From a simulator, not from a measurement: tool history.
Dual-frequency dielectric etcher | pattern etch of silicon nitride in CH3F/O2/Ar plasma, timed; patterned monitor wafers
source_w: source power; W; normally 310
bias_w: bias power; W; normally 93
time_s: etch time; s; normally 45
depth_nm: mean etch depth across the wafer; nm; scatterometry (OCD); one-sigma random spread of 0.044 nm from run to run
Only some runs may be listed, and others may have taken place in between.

run   hour  source_w  bias_w  time_s  wafers since the last listed run  hours since the last wet clean  hours since the last source power generator calibration  hours since the last bias power generator calibration  hours since the last upper electrode change  hours since the gauge calibration  read-back reference wafer on the same gauge, depth_nm  depth_nm
  1      0       310     100    53.5                                 0                           209.7                                                   2555.9                                                 4048.8                                       3274.3                               77.9                                                   24.1     35.91
  2   17.9       310     100    53.5                               210                           227.6                                                   2573.8                                                 4066.7                                       3292.2                               95.8                                                   24.1     35.99
  3   41.3       310     100    53.5                               274                             251                                                   2597.2                                                 4090.1                                       3315.6                              119.2                                                   24.1      35.9
  4   56.2       310      93      45                               174                           265.9                                                   2612.1                                                   4105                                       3330.5                              134.1                                                   24.1      29.2
  5   71.5       310      93      45                               179                           281.2                                                   2627.4                                                 4120.3                                       3345.8                              149.4                                                  24.11     29.06
  6     87       310      93      45                               181                           296.7                                                   2642.9                                                 4135.8                                       3361.3                              164.9                                                   24.1     29.19
  7  114.9       310      93      38                               327                           324.6                                                   2670.8                                                 4163.7                                       3389.2                              192.8                                                  24.11     24.54
  8  131.1       310      93      38                               190                           340.8                                                     2687                                                 4179.9                                       3405.4                                209                                                   24.1     24.55
  9  143.5       310      93      38                               145                           353.2                                                   2699.4                                                 4192.3                                       3417.8                              221.4                                                   24.1     24.51
 10  178.1       310      93      45                               406                           387.8                                                     2734                                                 4226.9                                       3452.4                                256                                                  24.11     29.09
 11  197.4       310      80      45                               226                           407.1                                                   2753.3                                                 4246.2                                       3471.7                              275.3                                                  24.11     27.01
 12  216.7       310      80      45                               226                           426.4                                                   2772.6                                                 4265.5                                         3491                              294.6                                                  24.11     27.04
 13  232.1       310     102      45                               180                           441.8                                                     2788                                                 4280.9                                       3506.4                                310                                                  24.11     30.28
 14    265       360     104      40                               386                           474.7                                                   2820.9                                                 4313.8                                       3539.3                              342.9                                                  24.09     28.85
 15  287.1       280     112      37                               259                           496.8                                                     2843                                                 4335.9                                       3561.4                                365                                                  24.11     25.02
 16  313.7       290     110      34                               312                           523.4                                                   2869.6                                                 4362.5                                         3588                              391.6                                                  24.09     23.09
     339.3  -- bias power generator calibrated
 17  341.6       310      93      45                               280                           551.3                                                   2897.5                                                    2.3                                       3615.9                              419.5                                                   24.1     28.99
     366.1  -- source power generator calibrated
     372.7  -- wet clean of the chamber
 18  373.2       380     103      54                               247                             0.5                                                      7.1                                                   33.9                                       3647.5                              451.1                                                  24.11     40.03
     406.4  -- upper electrode replaced
 19  406.9       230      93    40.5                               113                            34.2                                                     40.8                                                   67.6                                          0.5                              484.8                                                   24.1     23.47
 20  414.4       330      93      45                                88                            41.7                                                     48.3                                                   75.1                                            8                              492.3                                                   24.1     30.11
     426.2  -- gauge calibrated
 21  488.4       310      93      45                               868                           115.7                                                    122.3                                                  149.1                                           82                               62.2                                                  24.09     29.23
 22  506.6       310      83    35.5                               213                           133.9                                                    140.5                                                  167.3                                        100.2                               80.4                                                  24.09     21.84
 23  528.9       310      93    39.5                               261                           156.2                                                    162.8                                                  189.6                                        122.5                              102.7                                                  24.07     25.71
 24  546.4       310      93      45                               205                           173.7                                                    180.3                                                  207.1                                          140                              120.2                                                  24.11     29.28

3 ways to go on from here, each from the tool as it stands after run 24. What would each give?
  A  546.8       380      93      45                                 4                           174.1                                                    180.7                                                  207.5                                        140.4                              120.6                                                      ?         ?
  B  546.8       280      93      35                                 4                           174.1                                                    180.7                                                  207.5                                        140.4                              120.6                                                      ?         ?
  C  546.8       290      93    56.5                                 4                           174.1                                                    180.7                                                  207.5                                        140.4                              120.6                                                      ?         ?

run  read-back reference wafer on the same gauge, depth_nm  depth_nm
  A                                                   24.1     31.71
  B                                                   24.1     21.84
  C                                                   24.1     35.76
The same runs, with their run-to-run variation unchanged, on a tool lacking any hidden condition would have given:
run  depth_nm
  A     31.85
  B     21.93
  C     35.91
